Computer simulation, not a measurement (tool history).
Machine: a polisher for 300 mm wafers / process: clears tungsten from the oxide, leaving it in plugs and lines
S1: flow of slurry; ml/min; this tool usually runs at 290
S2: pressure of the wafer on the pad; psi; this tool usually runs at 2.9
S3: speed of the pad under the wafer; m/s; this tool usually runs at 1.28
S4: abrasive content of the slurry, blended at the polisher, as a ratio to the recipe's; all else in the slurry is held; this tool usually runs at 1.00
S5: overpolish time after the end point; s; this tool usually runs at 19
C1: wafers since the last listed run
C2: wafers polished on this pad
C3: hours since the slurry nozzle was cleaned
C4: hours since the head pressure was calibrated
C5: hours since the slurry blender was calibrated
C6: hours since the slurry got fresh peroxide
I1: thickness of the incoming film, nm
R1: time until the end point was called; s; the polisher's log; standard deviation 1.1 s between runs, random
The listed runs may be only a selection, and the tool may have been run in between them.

run 1 hour=0.0 | S1=260 S2=2.2 S3=1.28 S4=1.00 S5=19 | C1=0 C2=462 C3=125.5 C4=503.0 C5=265.6 C6=78.3 | I1=268.6 | R1=103.4
run 2 hour=6.8 | S1=260 S2=2.2 S3=1.28 S4=1.00 S5=19 | C1=81 C2=544 C3=132.3 C4=509.8 C5=272.4 C6=85.1 | I1=269.6 | R1=103.7
run 3 hour=15.9 | S1=290 S2=2.9 S3=1.28 S4=1.00 S5=19 | C1=109 C2=654 C3=141.4 C4=518.9 C5=281.5 C6=94.2 | I1=269.8 | R1=79.5
run 4 hour=29.4 | S1=290 S2=2.9 S3=1.28 S4=1.00 S5=19 | C1=162 C2=816 C3=154.9 C4=532.4 C5=295.0 C6=107.7 | I1=269.7 | R1=80.7
run 5 hour=42.8 | S1=290 S2=2.9 S3=1.28 S4=1.00 S5=19 | C1=161 C2=977 C3=168.3 C4=545.8 C5=308.4 C6=121.1 | I1=269.5 | R1=88.5
run 6 hour=58.1 | S1=290 S2=2.9 S3=1.28 S4=1.00 S5=19 | C1=184 C2=1161 C3=183.6 C4=561.1 C5=323.7 C6=136.4 | I1=268.4 | R1=91.5
-- hour=62.4 slurry tank refilled with fresh slurry and peroxide
-- hour=72.7 worn pad replaced by a new one
run 7 hour=73.2 | S1=290 S2=2.9 S3=1.28 S4=1.00 S5=19 | C1=121 C2=5 C3=198.7 C4=576.2 C5=338.8 C6=10.8 | I1=271.4 | R1=85.9
run 8 hour=80.4 | S1=290 S2=2.9 S3=1.28 S4=1.00 S5=19 | C1=86 C2=92 C3=205.9 C4=583.4 C5=346.0 C6=18.0 | I1=269.0 | R1=83.3
-- hour=85.7 slurry blender recalibrated
run 9 hour=90.2 | S1=290 S2=2.9 S3=1.28 S4=1.00 S5=19 | C1=93 C2=186 C3=215.7 C4=593.2 C5=4.5 C6=27.8 | I1=268.5 | R1=70.0
-- hour=95.8 slurry nozzle cleaned
run 10 hour=101.6 | S1=290 S2=2.9 S3=1.28 S4=1.00 S5=19 | C1=125 C2=311 C3=5.8 C4=604.6 C5=15.9 C6=39.2 | I1=270.7 | R1=72.9
run 11 hour=112.3 | S1=290 S2=2.9 S3=1.28 S4=1.00 S5=25 | C1=128 C2=440 C3=16.5 C4=615.3 C5=26.6 C6=49.9 | I1=265.8 | R1=69.8
run 12 hour=120.3 | S1=320 S2=2.9 S3=1.48 S4=1.00 S5=24 | C1=96 C2=536 C3=24.5 C4=623.3 C5=34.6 C6=57.9 | I1=270.9 | R1=60.0
-- hour=123.2 head pressure recalibrated
run 13 hour=135.0 | S1=290 S2=3.3 S3=1.28 S4=1.15 S5=19 | C1=152 C2=689 C3=39.2 C4=11.8 C5=49.3 C6=72.6 | I1=267.2 | R1=61.7
run 14 hour=150.5 | S1=290 S2=2.3 S3=1.10 S4=1.15 S5=16 | C1=186 C2=875 C3=54.7 C4=27.3 C5=64.8 C6=88.1 | I1=265.8 | R1=102.2
run 15 hour=160.0 | S1=260 S2=2.2 S3=1.28 S4=1.00 S5=19 | C1=114 C2=990 C3=64.2 C4=36.8 C5=74.3 C6=97.6 | I1=268.9 | R1=99.0
run 16 hour=166.9 | S1=290 S2=1.9 S3=1.28 S4=1.00 S5=19 | C1=83 C2=1073 C3=71.1 C4=43.7 C5=81.2 C6=104.5 | I1=266.8 | R1=115.3
-- hour=177.4 slurry tank refilled with fresh slurry and peroxide
-- hour=182.0 worn pad replaced by a new one
run 17 hour=182.5 | S1=290 S2=2.9 S3=1.28 S4=1.00 S5=19 | C1=127 C2=6 C3=86.7 C4=59.3 C5=96.8 C6=5.1 | I1=269.4 | R1=69.5
run 18 hour=195.9 | S1=370 S2=2.9 S3=1.28 S4=0.90 S5=19 | C1=161 C2=167 C3=100.1 C4=72.7 C5=110.2 C6=18.5 | I1=269.1 | R1=74.7
run 19 hour=203.6 | S1=260 S2=2.9 S3=1.28 S4=1.25 S5=19 | C1=92 C2=260 C3=107.8 C4=80.4 C5=117.9 C6=26.2 | I1=269.4 | R1=66.2
run 20 hour=210.1 | S1=290 S2=2.9 S3=0.92 S4=1.00 S5=19 | C1=78 C2=338 C3=114.3 C4=86.9 C5=124.4 C6=32.7 | I1=269.3 | R1=101.1
run 21 hour=225.9 | S1=200 S2=2.4 S3=1.42 S4=1.10 S5=19 | C1=190 C2=528 C3=130.1 C4=102.7 C5=140.2 C6=48.5 | I1=268.7 | R1=80.2
run 22 hour=233.1 | S1=290 S2=2.6 S3=1.28 S4=1.00 S5=24 | C1=86 C2=615 C3=137.3 C4=109.9 C5=147.4 C6=55.7 | I1=275.4 | R1=80.2

Alternative continuations, all from the tool just after run 22; predict every row:
run A hour=233.5 | S1=290 S2=2.9 S3=1.28 S4=1.15 S5=19 | C1=4 C2=620 C3=137.7 C4=110.3 C5=147.8 C6=56.1 | I1=265.2 | R1=?
run B hour=233.5 | S1=290 S2=2.9 S3=1.28 S4=1.00 S5=29 | C1=4 C2=620 C3=137.7 C4=110.3 C5=147.8 C6=56.1 | I1=265.2 | R1=?
run C hour=233.5 | S1=250 S2=2.9 S3=1.28 S4=1.00 S5=19 | C1=4 C2=620 C3=137.7 C4=110.3 C5=147.8 C6=56.1 | I1=265.2 | R1=?
run D hour=233.5 | S1=290 S2=2.9 S3=1.00 S4=0.90 S5=19 | C1=4 C2=620 C3=137.7 C4=110.3 C5=147.8 C6=56.1 | I1=265.2 | R1=?

run=A R1=69.3
run=B R1=72.8
run=C R1=74.0
run=D R1=96.8
Stripped of hidden state, with their random variation kept, the same runs would have yielded:
run=A R1=65.2
run=B R1=68.5
run=C R1=69.7
run=D R1=91.2
